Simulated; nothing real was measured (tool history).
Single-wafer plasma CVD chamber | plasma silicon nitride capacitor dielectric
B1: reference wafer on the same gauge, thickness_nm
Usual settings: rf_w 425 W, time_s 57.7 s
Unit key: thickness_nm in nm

Run 1, day 0.000: usual settings but time_s 64.1 s; B1 86.423. Result: thickness_nm 92.291 nm.
Run 2, day 0.738: usual settings but time_s 64.1 s; B1 86.388. Result: thickness_nm 92.002 nm.
Run 3, day 1.192: usual settings but time_s 64.1 s; B1 86.435. Result: thickness_nm 92.342 nm.
Run 4, day 1.842: usual settings; B1 86.397. Result: thickness_nm 82.949 nm.
Run 5, day 2.492: usual settings; B1 86.409. Result: thickness_nm 82.975 nm.
At day 3.221: showerhead replaced.
Run 6, day 3.242: usual settings; B1 86.380. Result: thickness_nm 83.067 nm.
Run 7, day 3.433: usual settings but time_s 61.6 s; B1 86.392. Result: thickness_nm 88.678 nm.
At day 3.700: gauge calibrated.
Run 8, day 3.808: usual settings but time_s 61.6 s; B1 86.413. Result: thickness_nm 88.763 nm.
At day 4.646: RF generator calibrated.
Run 9, day 4.667: usual settings but rf_w 360 W, time_s 52.3 s; B1 86.384. Result: thickness_nm 72.220 nm.
Run 10, day 4.946: usual settings but rf_w 470 W, time_s 65.0 s; B1 86.419. Result: thickness_nm 96.069 nm.
Run 11, day 5.508: usual settings but rf_w 475 W, time_s 52.8 s; B1 86.415. Result: thickness_nm 78.233 nm.
Run 12, day 6.025: usual settings but rf_w 510 W, time_s 65.1 s; B1 86.385. Result: thickness_nm 98.102 nm.
Run 13, day 6.288: usual settings but rf_w 355 W, time_s 49.5 s; B1 86.416. Result: thickness_nm 68.368 nm.
Run 14, day 6.812: usual settings but rf_w 350 W, time_s 50.5 s; B1 86.417. Result: thickness_nm 69.189 nm.
Run 15, day 7.458: usual settings but rf_w 500 W, time_s 47.7 s; B1 86.401. Result: thickness_nm 71.377 nm.
Run 16, day 8.142: usual settings; B1 86.440. Result: thickness_nm 83.297 nm.

What the log doesn't show, run by run:
delivered RF power above the setpoint (%): 0, the same for each run
gauge reads high (%): 0, the same for each run
